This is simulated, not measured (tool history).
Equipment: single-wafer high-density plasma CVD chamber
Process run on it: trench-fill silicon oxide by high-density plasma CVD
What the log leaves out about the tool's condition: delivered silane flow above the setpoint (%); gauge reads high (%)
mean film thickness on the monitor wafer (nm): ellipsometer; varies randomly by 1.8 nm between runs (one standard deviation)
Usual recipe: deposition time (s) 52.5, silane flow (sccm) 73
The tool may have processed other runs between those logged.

run	hour	deposition time (s)	silane flow (sccm)	wafers since the last listed run	hours since the silane flow controller was replaced	hours since the gauge calibration	read-back reference wafer on the same gauge, thickness_nm	mean film thickness on the monitor wafer (nm)
1	0.0	52.5	73	0	4095.9	1401.9	365.127	352.102
2	51.3	47.5	73	1223	4147.2	1453.2	364.940	319.483
3	126.0	47.5	73	1781	4221.9	1527.9	364.727	314.876
4	210.0	52.5	73	2003	4305.9	1611.9	364.851	350.999
5	269.5	55.0	73	1418	4365.4	1671.4	364.964	365.735
6	350.7	55.0	73	1936	4446.6	1752.6	365.062	364.805
7	412.2	55.0	73	1466	4508.1	1814.1	364.949	364.422
8	510.5	52.5	73	2344	4606.4	1912.4	365.233	351.452
9	575.1	47.9	73	1540	4671.0	1977.0	365.303	319.866
10	622.3	47.9	73	1125	4718.2	2024.2	365.265	316.604
11	677.5	47.9	73	1316	4773.4	2079.4	365.266	317.152
12	724.4	52.5	73	1118	4820.3	2126.3	365.315	348.310
13	810.4	52.5	73	2050	4906.3	2212.3	365.205	347.425
# hour 881.6: silane flow controller replaced
14	882.1	52.5	73	1519	0.5	2284.0	365.089	360.005
15	966.6	52.5	73	2015	85.0	2368.5	365.243	363.596
16	1065.9	52.5	73	2367	184.3	2467.8	364.603	361.850
17	1135.1	52.5	73	1650	253.5	2537.0	364.988	361.115
# hour 1153.5: gauge calibrated
18	1193.6	47.9	73	1395	312.0	40.1	365.202	331.466
19	1237.0	52.5	73	1034	355.4	83.5	365.132	362.871
20	1286.3	46.5	73	1175	404.7	132.8	364.740	322.231
21	1327.3	44.9	59	977	445.7	173.8	364.705	248.959
22	1416.2	52.5	63	2119	534.6	262.7	365.312	311.075
23	1468.4	61.6	65	1244	586.8	314.9	364.904	377.579
24	1561.4	52.5	81	2217	679.8	407.9	364.654	401.294
25	1634.7	52.5	73	1747	753.1	481.2	365.157	356.725
26	1688.8	59.2	69	1290	807.2	535.3	364.641	384.429
27	1785.9	47.9	73	2315	904.3	632.4	364.497	329.650
28	1833.5	47.9	73	1135	951.9	680.0	365.310	327.919
29	1895.0	44.1	83	1466	1013.4	741.5	364.844	340.725
30	1949.5	62.3	77	1299	1067.9	796.0	365.011	452.066
31	2034.5	42.3	73	2026	1152.9	881.0	364.619	291.090
32	2126.9	60.3	81	2203	1245.3	973.4	364.962	456.313
33	2189.7	52.5	73	1497	1308.1	1036.2	365.019	361.643
34	2249.8	52.5	73	1433	1368.2	1096.3	364.852	357.100
35	2287.2	56.4	66	891	1405.6	1133.7	365.017	346.126

What differs in the tool's unlogged condition from the final listed run ahead of each entry between runs to the first listed run following it?
Runs 13 to 14: silane flow controller replaced (hour 881.6)
  delivered silane flow above the setpoint (%): -4.09 -> 0.0905
  difference, measured minus the result without the unlogged condition, mean film thickness on the monitor wafer (nm): -14.833 -> +0.326
Runs 17 to 18: gauge calibrated (hour 1153.5)
  delivered silane flow above the setpoint (%): -0.15 -> -0.206
  difference, measured minus the result without the unlogged condition, mean film thickness on the monitor wafer (nm): -0.544 -> -0.685
